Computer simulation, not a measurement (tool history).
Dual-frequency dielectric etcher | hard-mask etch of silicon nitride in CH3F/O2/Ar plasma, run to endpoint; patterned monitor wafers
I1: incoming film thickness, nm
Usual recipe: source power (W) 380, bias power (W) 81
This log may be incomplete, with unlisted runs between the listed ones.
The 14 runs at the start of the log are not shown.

{"run": 15, "hour": 1230.0, "source power (W)": 380, "bias power (W)": 101, "I1": 42.5, "endpoint time (s)": 54.1}
{"run": 16, "hour": 1302.0, "source power (W)": 380, "bias power (W)": 81, "I1": 42.51, "endpoint time (s)": 59.8}
{"run": 17, "hour": 1371.8, "source power (W)": 330, "bias power (W)": 81, "I1": 42.36, "endpoint time (s)": 64.3}
{"run": 18, "hour": 1434.6, "source power (W)": 290, "bias power (W)": 89, "I1": 43.22, "endpoint time (s)": 67.9}
{"hour": 1457.6, "done": "bias power generator calibrated"}
{"hour": 1468.2, "done": "source power generator calibrated"}
{"hour": 1470.9, "done": "upper electrode replaced"}
{"run": 19, "hour": 1479.8, "source power (W)": 380, "bias power (W)": 93, "I1": 42.54, "endpoint time (s)": 57}
{"run": 20, "hour": 1529.2, "source power (W)": 380, "bias power (W)": 81, "I1": 42.57, "endpoint time (s)": 60.5}
{"run": 21, "hour": 1589.5, "source power (W)": 350, "bias power (W)": 66, "I1": 42.1, "endpoint time (s)": 69.5}
{"hour": 1637.6, "done": "wet clean of the chamber"}
{"run": 22, "hour": 1653.0, "source power (W)": 350, "bias power (W)": 88, "I1": 42.39, "endpoint time (s)": 60}
{"run": 23, "hour": 1697.4, "source power (W)": 380, "bias power (W)": 92, "I1": 42.68, "endpoint time (s)": 57.2}
{"run": 24, "hour": 1772.6, "source power (W)": 380, "bias power (W)": 81, "I1": 42.53, "endpoint time (s)": 59.7}
{"run": 25, "hour": 1809.4, "source power (W)": 380, "bias power (W)": 81, "I1": 42.28, "endpoint time (s)": 60.4}
{"run": 26, "hour": 1884.4, "source power (W)": 290, "bias power (W)": 81, "I1": 42.23, "endpoint time (s)": 69.3}
{"run": 27, "hour": 1939.5, "source power (W)": 410, "bias power (W)": 81, "I1": 42.48, "endpoint time (s)": 58}
{"run": 28, "hour": 2027.5, "source power (W)": 430, "bias power (W)": 68, "I1": 42.6, "endpoint time (s)": 61.4}
{"run": 29, "hour": 2126.2, "source power (W)": 380, "bias power (W)": 81, "I1": 42.44, "endpoint time (s)": 59.7}
{"run": 30, "hour": 2200.9, "source power (W)": 340, "bias power (W)": 90, "I1": 42.55, "endpoint time (s)": 60.7}
{"run": 31, "hour": 2334.0, "source power (W)": 340, "bias power (W)": 93, "I1": 42.71, "endpoint time (s)": 60.5}
{"hour": 2363.9, "done": "wet clean of the chamber"}
{"run": 32, "hour": 2416.5, "source power (W)": 380, "bias power (W)": 81, "I1": 42.34, "endpoint time (s)": 59.6}
{"run": 33, "hour": 2458.5, "source power (W)": 380, "bias power (W)": 81, "I1": 42.86, "endpoint time (s)": 60.7}
{"run": 34, "hour": 2560.6, "source power (W)": 380, "bias power (W)": 81, "I1": 42.21, "endpoint time (s)": 60.2}
{"run": 35, "hour": 2615.0, "source power (W)": 380, "bias power (W)": 70, "I1": 42.67, "endpoint time (s)": 65}

What if the next run were any one of these 4? Each begins from the tool's condition after run 35:
{"run": "A", "hour": 2615.4, "source power (W)": 380, "bias power (W)": 90, "I1": 42.32, "endpoint time (s)": "?"}
{"run": "B", "hour": 2615.4, "source power (W)": 470, "bias power (W)": 74, "I1": 42.32, "endpoint time (s)": "?"}
{"run": "C", "hour": 2615.4, "source power (W)": 310, "bias power (W)": 87, "I1": 42.32, "endpoint time (s)": "?"}
{"run": "D", "hour": 2615.4, "source power (W)": 410, "bias power (W)": 75, "I1": 42.32, "endpoint time (s)": "?"}

run=A endpoint_time_(s)=56.6
run=B endpoint_time_(s)=55.7
run=C endpoint_time_(s)=64.3
run=D endpoint_time_(s)=59.3
With the hidden condition removed and each run's random variation left untouched, the same runs would have given:
run=A endpoint_time_(s)=56.6
run=B endpoint_time_(s)=55.7
run=C endpoint_time_(s)=64.3
run=D endpoint_time_(s)=59.3
